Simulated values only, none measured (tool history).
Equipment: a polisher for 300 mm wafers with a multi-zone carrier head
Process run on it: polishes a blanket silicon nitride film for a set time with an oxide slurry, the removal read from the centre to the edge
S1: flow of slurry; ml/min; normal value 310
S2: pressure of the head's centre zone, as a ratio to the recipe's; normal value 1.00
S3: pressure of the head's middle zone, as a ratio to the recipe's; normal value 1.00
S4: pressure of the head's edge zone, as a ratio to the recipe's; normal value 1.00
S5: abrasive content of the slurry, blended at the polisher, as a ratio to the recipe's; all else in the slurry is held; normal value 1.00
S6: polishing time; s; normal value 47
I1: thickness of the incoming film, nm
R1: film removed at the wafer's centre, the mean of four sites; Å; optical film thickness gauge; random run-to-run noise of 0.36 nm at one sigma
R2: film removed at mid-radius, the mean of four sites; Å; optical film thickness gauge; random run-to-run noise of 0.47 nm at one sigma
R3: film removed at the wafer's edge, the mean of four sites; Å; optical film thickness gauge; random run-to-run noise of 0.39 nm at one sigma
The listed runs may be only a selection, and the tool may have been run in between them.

run 1 day=0.000 | S1=310 S2=1.00 S3=1.00 S4=0.94 S5=1.00 S6=47 | I1=517.6 | R1=416 R2=415 R3=403
-- day=0.496 worn pad replaced by a new one
run 2 day=0.554 | S1=310 S2=1.09 S3=1.00 S4=1.00 S5=0.75 S6=47 | I1=512.3 | R1=392 R2=364 R3=361
-- day=0.983 edge zone pressure recalibrated
run 3 day=1.004 | S1=310 S2=1.00 S3=1.00 S4=1.00 S5=1.00 S6=47 | I1=507.0 | R1=420 R2=416 R3=410
run 4 day=1.429 | S1=250 S2=1.00 S3=1.00 S4=1.00 S5=1.00 S6=56 | I1=504.7 | R1=486 R2=494 R3=481
run 5 day=1.867 | S1=310 S2=1.00 S3=1.00 S4=1.00 S5=1.00 S6=47 | I1=504.8 | R1=415 R2=419 R3=415
run 6 day=2.242 | S1=310 S2=1.00 S3=1.00 S4=0.95 S5=1.30 S6=47 | I1=511.6 | R1=460 R2=475 R3=448
run 7 day=2.667 | S1=310 S2=1.03 S3=1.00 S4=0.96 S5=0.90 S6=47 | I1=502.8 | R1=410 R2=399 R3=389
run 8 day=3.342 | S1=310 S2=1.00 S3=1.00 S4=0.90 S5=1.00 S6=47 | I1=510.5 | R1=415 R2=424 R3=400
run 9 day=4.054 | S1=245 S2=1.00 S3=1.00 S4=1.00 S5=1.00 S6=39 | I1=512.8 | R1=337 R2=337 R3=340
run 10 day=4.312 | S1=240 S2=1.00 S3=1.00 S4=1.00 S5=1.00 S6=56 | I1=498.6 | R1=484 R2=485 R3=491
run 11 day=4.692 | S1=310 S2=1.00 S3=1.00 S4=1.00 S5=1.00 S6=47 | I1=518.9 | R1=417 R2=423 R3=412
-- day=4.967 worn pad replaced by a new one
run 12 day=5.100 | S1=275 S2=1.00 S3=1.00 S4=1.07 S5=0.85 S6=53 | I1=506.2 | R1=432 R2=441 R3=443
run 13 day=5.762 | S1=310 S2=1.00 S3=1.00 S4=1.00 S5=1.10 S6=47 | I1=506.9 | R1=440 R2=436 R3=429
run 14 day=6.392 | S1=310 S2=1.07 S3=1.00 S4=1.00 S5=0.70 S6=36 | I1=506.9 | R1=283 R2=273 R3=271
run 15 day=7.083 | S1=310 S2=1.00 S3=1.00 S4=1.00 S5=1.00 S6=47 | I1=502.4 | R1=417 R2=413 R3=420
run 16 day=7.492 | S1=310 S2=1.06 S3=1.00 S4=1.00 S5=1.00 S6=47 | I1=509.3 | R1=435 R2=424 R3=410
run 17 day=7.842 | S1=400 S2=1.00 S3=1.00 S4=1.03 S5=1.10 S6=60 | I1=507.9 | R1=571 R2=580 R3=564
run 18 day=8.221 | S1=310 S2=1.10 S3=0.92 S4=1.00 S5=1.30 S6=52 | I1=509.0 | R1=570 R2=492 R3=514
run 19 day=8.542 | S1=310 S2=1.00 S3=1.00 S4=1.00 S5=1.00 S6=63 | I1=511.6 | R1=560 R2=558 R3=552
run 20 day=8.996 | S1=310 S2=1.00 S3=1.00 S4=1.00 S5=1.00 S6=47 | I1=511.0 | R1=419 R2=415 R3=422
run 21 day=9.583 | S1=310 S2=1.00 S3=1.00 S4=1.00 S5=1.00 S6=42 | I1=506.9 | R1=374 R2=372 R3=373

What if the next run were any one of these 5? Each begins from the tool's condition after run 21:
run A day=9.600 | S1=310 S2=1.00 S3=1.00 S4=1.00 S5=1.00 S6=47 | I1=519.6 | R1=? R2=? R3=?
run B day=9.600 | S1=310 S2=1.00 S3=1.00 S4=1.04 S5=1.10 S6=47 | I1=519.6 | R1=? R2=? R3=?
run C day=9.600 | S1=200 S2=1.00 S3=0.91 S4=0.95 S5=1.00 S6=47 | I1=519.6 | R1=? R2=? R3=?
run D day=9.600 | S1=310 S2=1.00 S3=0.92 S4=1.08 S5=1.00 S6=57 | I1=519.6 | R1=? R2=? R3=?
run E day=9.600 | S1=220 S2=1.00 S3=1.00 S4=1.03 S5=1.00 S6=36 | I1=519.6 | R1=? R2=? R3=?

run=A R1=418 R2=418 R3=417
run=B R1=436 R2=436 R3=444
run=C R1=391 R2=375 R3=390
run=D R1=507 R2=486 R3=526
run=E R1=305 R2=306 R3=314
With no hidden state in the tool, these same runs would have given:
run=A R1=418 R2=418 R3=417
run=B R1=436 R2=436 R3=444
run=C R1=391 R2=375 R3=390
run=D R1=507 R2=486 R3=526
run=E R1=305 R2=306 R3=314

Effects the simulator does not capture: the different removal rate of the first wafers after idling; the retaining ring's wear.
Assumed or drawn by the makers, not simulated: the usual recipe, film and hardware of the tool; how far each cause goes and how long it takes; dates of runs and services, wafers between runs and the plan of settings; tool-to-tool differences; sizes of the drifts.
